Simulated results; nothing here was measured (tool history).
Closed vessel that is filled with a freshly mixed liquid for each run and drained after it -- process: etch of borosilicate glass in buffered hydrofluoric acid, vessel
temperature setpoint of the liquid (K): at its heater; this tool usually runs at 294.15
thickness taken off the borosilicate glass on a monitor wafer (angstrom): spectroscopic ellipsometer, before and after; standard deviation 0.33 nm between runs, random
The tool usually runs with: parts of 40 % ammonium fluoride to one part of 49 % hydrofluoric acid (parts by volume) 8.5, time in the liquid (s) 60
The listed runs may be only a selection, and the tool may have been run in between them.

run,hour,temperature setpoint of the liquid (K),parts of 40 % ammonium fluoride to one part of 49 % hydrofluoric acid (parts by volume),time in the liquid (s),"read-back film thickness of the borosilicate glass reference wafer, read on the same gauge (nm)",thickness taken off the borosilicate glass on a monitor wafer (angstrom)
1,0.0,293.15,7.0,60,120.00,897.4
2,93.3,293.15,10.5,60,120.00,603.1
3,155.4,294.15,9.5,60,120.01,686.8
# hour 205.8: thermometer replaced
4,248.0,294.15,9.5,60,120.00,702.5
5,312.0,295.65,8.5,60,120.02,860.1
6,348.6,294.15,8.5,60,120.00,798.0
# hour 365.0: gauge calibrated
7,579.9,295.65,8.5,70,120.01,1007.9
# hour 652.0: hydrofluoric acid flow meter replaced
8,679.2,298.65,10.0,45,119.99,607.7
# hour 717.7: thermometer replaced
9,757.3,294.15,9.5,85,120.00,949.6
10,832.4,294.15,11.0,40,119.98,396.1
11,890.0,298.65,8.5,90,120.02,1419.4
12,940.4,295.65,8.5,70,120.01,944.4
13,1019.6,296.65,8.5,60,120.00,858.3
14,1068.4,294.15,8.5,45,119.99,560.7

Consider 3 possible next runs. They are alternatives, not a sequence: every one starts from the tool as it was left by run 14. What does each give?
A,1069.1,294.15,12.0,60,?,?
B,1069.1,298.65,12.0,45,?,?
C,1069.1,292.65,11.5,45,?,?

run,"read-back film thickness of the borosilicate glass reference wafer, read on the same gauge (nm)",thickness taken off the borosilicate glass on a monitor wafer (angstrom)
A,120.01,544.7
B,120.01,520.7
C,120.01,392.5
With the hidden condition removed and each run's random variation left untouched, the same runs would have given:
run,thickness taken off the borosilicate glass on a monitor wafer (angstrom)
A,534.2
B,510.4
C,385.0

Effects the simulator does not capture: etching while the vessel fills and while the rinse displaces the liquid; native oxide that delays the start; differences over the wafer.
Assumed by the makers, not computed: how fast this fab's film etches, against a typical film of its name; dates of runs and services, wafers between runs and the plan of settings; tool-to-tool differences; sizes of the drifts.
